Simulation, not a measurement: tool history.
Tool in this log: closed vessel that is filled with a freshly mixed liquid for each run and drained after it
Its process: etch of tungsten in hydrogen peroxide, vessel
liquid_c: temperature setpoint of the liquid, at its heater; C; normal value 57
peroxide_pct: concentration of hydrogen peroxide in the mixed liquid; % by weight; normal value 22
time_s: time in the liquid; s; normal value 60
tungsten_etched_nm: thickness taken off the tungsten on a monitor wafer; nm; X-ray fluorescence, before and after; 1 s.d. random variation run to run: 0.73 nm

run   hour  liquid_c  peroxide_pct  time_s  wafers since the last listed run  hours since the thermometer was replaced  hours since the peroxide flow meter was replaced  hours since the drum of peroxide was connected  hours since the gauge calibration  read-back film thickness of the tungsten reference wafer, read on the same gauge (nm)  tungsten_etched_nm
  1      0        57            22      60                                 0                                       289                                            1781.7                                           852.1                              258.7                                                                                  69.99               80.81
  2   42.5        57            22      60                              4909                                     331.5                                            1824.2                                           894.6                              301.2                                                                                  69.99               82.18
  3  105.4        57            22      60                              7265                                     394.4                                            1887.1                                           957.5                              364.1                                                                                  70.01               82.48
  4  137.3        63            22      60                              3684                                     426.3                                              1919                                           989.4                                396                                                                                  69.98              115.56
  5  204.7        63            22      60                              7785                                     493.7                                            1986.4                                          1056.8                              463.4                                                                                  70.02              115.22
  6  261.4        63            22      60                              6549                                     550.4                                            2043.1                                          1113.5                              520.1                                                                                     70              114.01
  7  316.7        57            22      60                              6387                                     605.7                                            2098.4                                          1168.8                              575.4                                                                                  69.98               82.08
  8  379.8        57            24      60                              7288                                     668.8                                            2161.5                                          1231.9                              638.5                                                                                  69.99               85.64
     409.9  -- thermometer replaced
  9  410.4      48.5            28      85                              3419                                       0.5                                            2192.1                                          1262.5                              669.1                                                                                  69.99               79.06
 10  436.2        63            22      60                              2980                                      26.3                                            2217.9                                          1288.3                              694.9                                                                                  70.01               115.6
     463.8  -- peroxide flow meter replaced
     465.2  -- new drum of peroxide connected
 11  468.5        52            22      60                              3499                                      58.6                                               4.7                                             3.3                              727.2                                                                                  69.99               60.96
       499  -- gauge calibrated
 12  519.8        65          16.5      60                              5925                                     109.9                                                56                                            54.6                               20.8                                                                                     70              112.33
 13  569.6        57            22      60                              5752                                     159.7                                             105.8                                           104.4                               70.6                                                                                  69.98               80.22
 14  633.6      61.5          26.5      50                              7392                                     223.7                                             169.8                                           168.4                              134.6                                                                                     70               96.13
 15    696        57            22      60                              7207                                     286.1                                             232.2                                           230.8                                197                                                                                  70.01               82.98

Across each entry between runs, compare the hidden state at the last listed run before it with the hidden state at the first listed run after it:
In the gap between runs 8 and 9: thermometer replaced (hour 409.9)
  nothing in the hidden state changes from one run to the other
In the gap between runs 10 and 11: peroxide flow meter replaced (hour 463.8); new drum of peroxide connected (hour 465.2)
  nothing in the hidden state changes from one run to the other
In the gap between runs 11 and 12: gauge calibrated (hour 499)
  nothing in the hidden state changes from one run to the other
